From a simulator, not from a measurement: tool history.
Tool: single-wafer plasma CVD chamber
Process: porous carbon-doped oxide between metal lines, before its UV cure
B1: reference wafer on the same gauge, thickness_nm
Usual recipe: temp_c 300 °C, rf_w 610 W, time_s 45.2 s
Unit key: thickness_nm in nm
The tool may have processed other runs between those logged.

Run 1, hour 0.0: usual settings but rf_w 520 W; B1 299.380. Result: thickness_nm 258.279 nm.
Run 2, hour 34.8: usual settings but rf_w 520 W; B1 299.151. Result: thickness_nm 261.467 nm.
Run 3, hour 86.4: usual settings but rf_w 520 W; B1 298.947. Result: thickness_nm 259.699 nm.
Run 4, hour 140.9: usual settings but rf_w 695 W; B1 299.624. Result: thickness_nm 333.216 nm.
Run 5, hour 201.2: usual settings but rf_w 695 W; B1 298.339. Result: thickness_nm 331.474 nm.
Run 6, hour 262.0: usual settings but rf_w 695 W; B1 298.528. Result: thickness_nm 330.478 nm.
At hour 286.0: gauge calibrated.
At hour 324.4: RF generator calibrated.
Run 7, hour 326.8: usual settings; B1 298.657. Result: thickness_nm 300.483 nm.
Run 8, hour 377.3: usual settings; B1 299.192. Result: thickness_nm 302.606 nm.
At hour 391.2: thermocouple changed; heater temperature recalibrated.
Run 9, hour 429.0: usual settings; B1 298.991. Result: thickness_nm 291.388 nm.
Run 10, hour 468.3: usual settings but temp_c 314 °C, rf_w 695 W, time_s 40.4 s; B1 298.804. Result: thickness_nm 271.710 nm.
At hour 530.8: showerhead replaced.
Run 11, hour 564.7: usual settings but time_s 40.6 s; B1 299.371. Result: thickness_nm 267.481 nm.
Run 12, hour 664.6: usual settings; B1 298.960. Result: thickness_nm 294.425 nm.
Run 13, hour 729.3: usual settings but temp_c 294 °C, rf_w 705 W, time_s 42.2 s; B1 298.768. Result: thickness_nm 322.048 nm.
Run 14, hour 790.3: usual settings but rf_w 505 W, time_s 52.3 s; B1 298.767. Result: thickness_nm 293.912 nm.
Run 15, hour 860.4: usual settings but temp_c 291 °C, time_s 36.7 s; B1 299.059. Result: thickness_nm 254.434 nm.

Forecast each of these 4 alternatives for the next run:
Run A, hour 860.8: usual settings but rf_w 580 W; B1 ?. Result: thickness_nm ?.
Run B, hour 860.8: usual settings but temp_c 314 °C, rf_w 540 W, time_s 51.6 s; B1 ?. Result: thickness_nm ?.
Run C, hour 860.8: usual settings but temp_c 304 °C, rf_w 705 W, time_s 39.1 s; B1 ?. Result: thickness_nm ?.
Run D, hour 860.8: usual settings but temp_c 307 °C, rf_w 660 W, time_s 39.5 s; B1 ?. Result: thickness_nm ?.

run       B1  thickness_nm
  A  299.381       282.540
  B  299.381       281.999
  C  299.381       282.183
  D  299.381       266.333
With no hidden state in the tool, these same runs would have given:
run  thickness_nm
  A       276.693
  B       276.624
  C       276.541
  D       261.060
